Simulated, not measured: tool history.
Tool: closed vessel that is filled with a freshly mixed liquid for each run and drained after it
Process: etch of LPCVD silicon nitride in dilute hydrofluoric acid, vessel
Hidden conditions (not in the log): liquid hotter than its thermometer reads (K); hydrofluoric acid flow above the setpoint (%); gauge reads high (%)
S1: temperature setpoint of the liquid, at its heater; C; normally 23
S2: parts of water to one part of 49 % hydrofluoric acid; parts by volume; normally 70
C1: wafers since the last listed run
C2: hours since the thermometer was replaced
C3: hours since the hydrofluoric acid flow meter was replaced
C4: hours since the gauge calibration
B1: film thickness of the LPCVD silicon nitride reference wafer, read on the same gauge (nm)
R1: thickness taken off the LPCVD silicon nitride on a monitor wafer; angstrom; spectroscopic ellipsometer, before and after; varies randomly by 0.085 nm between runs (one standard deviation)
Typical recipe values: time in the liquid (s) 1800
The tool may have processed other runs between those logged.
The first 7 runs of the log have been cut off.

run 8 hour=633.4 | S1=23 S2=70 time_in_the_liquid_(s)=1800 | C1=1749 C2=2340.8 C3=184.5 C4=2054.6 | B1=140.01 | R1=108
run 9 hour=712.1 | S1=23 S2=70 time_in_the_liquid_(s)=1800 | C1=2602 C2=2419.5 C3=263.2 C4=2133.3 | B1=139.99 | R1=108.4
run 10 hour=777.5 | S1=23 S2=70 time_in_the_liquid_(s)=1800 | C1=2163 C2=2484.9 C3=328.6 C4=2198.7 | B1=140 | R1=111
run 11 hour=820 | S1=23 S2=70 time_in_the_liquid_(s)=1800 | C1=1405 C2=2527.4 C3=371.1 C4=2241.2 | B1=139.98 | R1=111.3
run 12 hour=918.5 | S1=23 S2=70 time_in_the_liquid_(s)=1800 | C1=3257 C2=2625.9 C3=469.6 C4=2339.7 | B1=139.99 | R1=113.3
run 13 hour=988.2 | S1=23 S2=70 time_in_the_liquid_(s)=1800 | C1=2305 C2=2695.6 C3=539.3 C4=2409.4 | B1=140 | R1=112.6
-- hour=993.9 gauge calibrated
run 14 hour=1066.1 | S1=23 S2=70 time_in_the_liquid_(s)=1800 | C1=2576 C2=2773.5 C3=617.2 C4=72.2 | B1=140 | R1=111.2
run 15 hour=1107.4 | S1=23 S2=70 time_in_the_liquid_(s)=1800 | C1=1365 C2=2814.8 C3=658.5 C4=113.5 | B1=140 | R1=114
run 16 hour=1200.6 | S1=23 S2=70 time_in_the_liquid_(s)=1800 | C1=3082 C2=2908 C3=751.7 C4=206.7 | B1=140 | R1=115.8
run 17 hour=1242.3 | S1=24.5 S2=70 time_in_the_liquid_(s)=1800 | C1=1379 C2=2949.7 C3=793.4 C4=248.4 | B1=139.99 | R1=127.9
run 18 hour=1298.3 | S1=23 S2=70 time_in_the_liquid_(s)=1800 | C1=1852 C2=3005.7 C3=849.4 C4=304.4 | B1=139.99 | R1=117.4
run 19 hour=1385.1 | S1=27 S2=95 time_in_the_liquid_(s)=2780 | C1=2870 C2=3092.5 C3=936.2 C4=391.2 | B1=140.01 | R1=174.6
run 20 hour=1466.8 | S1=27.5 S2=35 time_in_the_liquid_(s)=1800 | C1=2702 C2=3174.2 C3=1017.9 C4=472.9 | B1=139.98 | R1=310.6
-- hour=1500.7 thermometer replaced
run 21 hour=1520.6 | S1=27.5 S2=35 time_in_the_liquid_(s)=1800 | C1=1746 C2=19.9 C3=1071.7 C4=526.7 | B1=140 | R1=279.6
run 22 hour=1564.2 | S1=23 S2=70 time_in_the_liquid_(s)=1800 | C1=1442 C2=63.5 C3=1115.3 C4=570.3 | B1=139.98 | R1=105.4
-- hour=1638.6 hydrofluoric acid flow meter replaced
run 23 hour=1661 | S1=25 S2=90 time_in_the_liquid_(s)=2085 | C1=3168 C2=160.3 C3=22.4 C4=667.1 | B1=140 | R1=103.3
run 24 hour=1731.6 | S1=23 S2=80 time_in_the_liquid_(s)=2455 | C1=2335 C2=230.9 C3=93 C4=737.7 | B1=140.01 | R1=121.4
run 25 hour=1832.9 | S1=23 S2=70 time_in_the_liquid_(s)=1800 | C1=3350 C2=332.2 C3=194.3 C4=839 | B1=140.01 | R1=99.7
run 26 hour=1886.9 | S1=18.5 S2=90 time_in_the_liquid_(s)=2230 | C1=1786 C2=386.2 C3=248.3 C4=893 | B1=139.99 | R1=72.8
run 27 hour=1936.9 | S1=23 S2=70 time_in_the_liquid_(s)=1800 | C1=1653 C2=436.2 C3=298.3 C4=943 | B1=139.98 | R1=102.9
run 28 hour=1999.2 | S1=24.5 S2=60 time_in_the_liquid_(s)=1330 | C1=2060 C2=498.5 C3=360.6 C4=1005.3 | B1=139.99 | R1=96.8
run 29 hour=2093.8 | S1=27.5 S2=40 time_in_the_liquid_(s)=1800 | C1=3128 C2=593.1 C3=455.2 C4=1099.9 | B1=140 | R1=243.8
run 30 hour=2182.3 | S1=23 S2=70 time_in_the_liquid_(s)=1800 | C1=2927 C2=681.6 C3=543.7 C4=1188.4 | B1=139.98 | R1=102.8
run 31 hour=2271.2 | S1=23 S2=90 time_in_the_liquid_(s)=740 | C1=2940 C2=770.5 C3=632.6 C4=1277.3 | B1=140 | R1=33.8
run 32 hour=2352.4 | S1=18.5 S2=70 time_in_the_liquid_(s)=2665 | C1=2685 C2=851.7 C3=713.8 C4=1358.5 | B1=140 | R1=115.3

Branching from run 32: 4 alternative next runs. What would each branch give?
run A hour=2353.6 | S1=23 S2=45 time_in_the_liquid_(s)=1800 | C1=39 C2=852.9 C3=715 C4=1359.7 | B1=? | R1=?
run B hour=2353.6 | S1=20 S2=60 time_in_the_liquid_(s)=1495 | C1=39 C2=852.9 C3=715 C4=1359.7 | B1=? | R1=?
run C hour=2353.6 | S1=26 S2=60 time_in_the_liquid_(s)=2090 | C1=39 C2=852.9 C3=715 C4=1359.7 | B1=? | R1=?
run D hour=2353.6 | S1=23 S2=70 time_in_the_liquid_(s)=2240 | C1=39 C2=852.9 C3=715 C4=1359.7 | B1=? | R1=?

run=A B1=140 R1=163.7
run=B B1=140 R1=83.6
run=C B1=140 R1=175.3
run=D B1=140 R1=132.2
With the hidden condition removed and each run's random variation left untouched, the same runs would have given:
run=A R1=150.3
run=B R1=76.8
run=C R1=161
run=D R1=121.4
